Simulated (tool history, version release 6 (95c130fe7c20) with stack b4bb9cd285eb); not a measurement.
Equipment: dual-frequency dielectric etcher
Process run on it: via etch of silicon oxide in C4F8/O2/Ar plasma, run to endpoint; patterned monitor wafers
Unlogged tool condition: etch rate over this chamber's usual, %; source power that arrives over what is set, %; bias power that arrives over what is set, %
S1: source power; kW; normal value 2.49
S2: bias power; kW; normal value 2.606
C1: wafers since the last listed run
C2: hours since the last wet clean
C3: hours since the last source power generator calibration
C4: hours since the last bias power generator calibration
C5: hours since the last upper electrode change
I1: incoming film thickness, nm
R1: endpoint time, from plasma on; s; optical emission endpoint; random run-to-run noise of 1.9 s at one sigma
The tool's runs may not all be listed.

run     day    S1     S2   C1     C2      C3      C4      C5      I1     R1
  1       0  2.49  2.606    0  467.7    4973  3327.3  4268.5  2064.7  350.3
  2   0.254  2.49  2.606   22  473.8  4979.1  3333.4  4274.6  2082.7  354.5
  3   0.812  2.49   2.95   49  487.2  4992.5  3346.8    4288  2062.3  338.7
  4   1.542  2.49   2.95   64  504.7    5010  3364.3  4305.5  2089.8  340.7
      2.562  -- wet clean of the chamber
  5   2.583  2.33  2.945    3    0.5    5035  3389.3  4330.5  2059.5  331.7
  6   2.788  2.49  2.387   17    5.4  5039.9  3394.2  4335.4  2070.2  338.9
  7   3.075  2.49  2.995   25   12.3  5046.8  3401.1  4342.3  2052.9    317
  8   3.675  2.49  2.995   52   26.7  5061.2  3415.5  4356.7  2058.2  319.1
  9   4.171  2.49  2.606   43   38.6  5073.1  3427.4  4368.6  2060.5  332.2
      4.529  -- bias power generator calibrated
 10    4.55  2.49  2.606   18   47.7  5082.2     0.5  4377.7  2076.9  334.3
 11   5.979  2.49  2.606  125     82  5116.5    34.8    4412  2046.3  328.9
 12   6.525  2.49  2.606   47   95.1  5129.6    47.9  4425.1    2074  331.8
 13   7.025  2.15  2.891   43  107.1  5141.6    59.9  4437.1  2079.2    357
 14   7.458  2.99  2.775   38  117.5    5152    70.3  4447.5  2048.1  292.7
 15   8.121  2.83  1.973   58  133.4  5167.9    86.2  4463.4  2044.8  331.1
      9.696  -- upper electrode replaced, of another model than before
 16   9.717  2.71  2.339   52  171.7  5206.2   124.5     0.5  2039.2  321.6
 17   9.733  2.99  2.606    1  172.1  5206.6   124.9     0.9  2075.5  293.9
 18    9.75   2.1  2.926    1  172.5    5207   125.3     1.3  2036.9  364.6
     10.217  -- source power generator calibrated
 19  10.238  2.99  2.775   28  184.2     0.5     137      13  2049.4  285.5
 20  10.417  2.73  2.808   15  188.5     4.8   141.3    17.3  2075.2  307.8
 21   10.85  2.05  3.164   38  198.9    15.2   151.7    27.7  2048.2  370.5
 22  11.546  2.49  2.606   61  215.6    31.9   168.4    44.4  2072.3    344
 23  12.058  3.11  2.606   45  227.9    44.2   180.7    56.7  2075.6  289.7
 24   12.35  2.23  2.034   25  234.9    51.2   187.7    63.7  2071.7  409.4
 25  12.725  2.49  2.606   32  243.9    60.2   196.7    72.7  2068.6  340.8
 26  13.058  2.49  3.238   29  251.9    68.2   204.7    80.7  2064.9  315.9
 27  13.404  2.99  3.126   30  260.2    76.5     213      89  2067.7  277.2
 28  13.867  2.49  2.606   40  271.3    87.6   224.1   100.1  2058.9  339.5
 29  14.396  2.49  2.606   46    284   100.3   236.8   112.8  2065.4  338.5
 30   14.85  1.96  2.151   39  294.9   111.2   247.7   123.7  2079.2  456.8
 31  15.471  2.95  2.403   54  309.8   126.1   262.6   138.6  2049.2  309.1
 32  16.129  2.67  2.011   57  325.6   141.9   278.4   154.4  2080.2  355.9
 33    17.4  2.49  2.606  111  356.1   172.4   308.9   184.9  2069.9    342
 34  17.788  2.49  2.606   34  365.4   181.7   318.2   194.2  2044.4  339.6
 35  18.338  1.88  3.031   48  378.6   194.9   331.4   207.4  2076.1  428.4
 36  18.696  2.77  2.077   31  387.2   203.5     340     216  2056.1  340.8

Here are 3 independent what-if runs from the current tool condition. What would each one return?
  A  18.717  2.49  2.606   1  387.7  204  340.5  216.5  2061.2   ?
  B  18.717  2.21  2.024   1  387.7  204  340.5  216.5  2061.2   ?
  C  18.717  3.05  3.184   1  387.7  204  340.5  216.5  2061.2   ?

run     R1
  A    347
  B  420.6
  C  278.9
What these runs would have given with no unlogged condition in the tool:
run     R1
  A  331.8
  B  402.2
  C  266.8
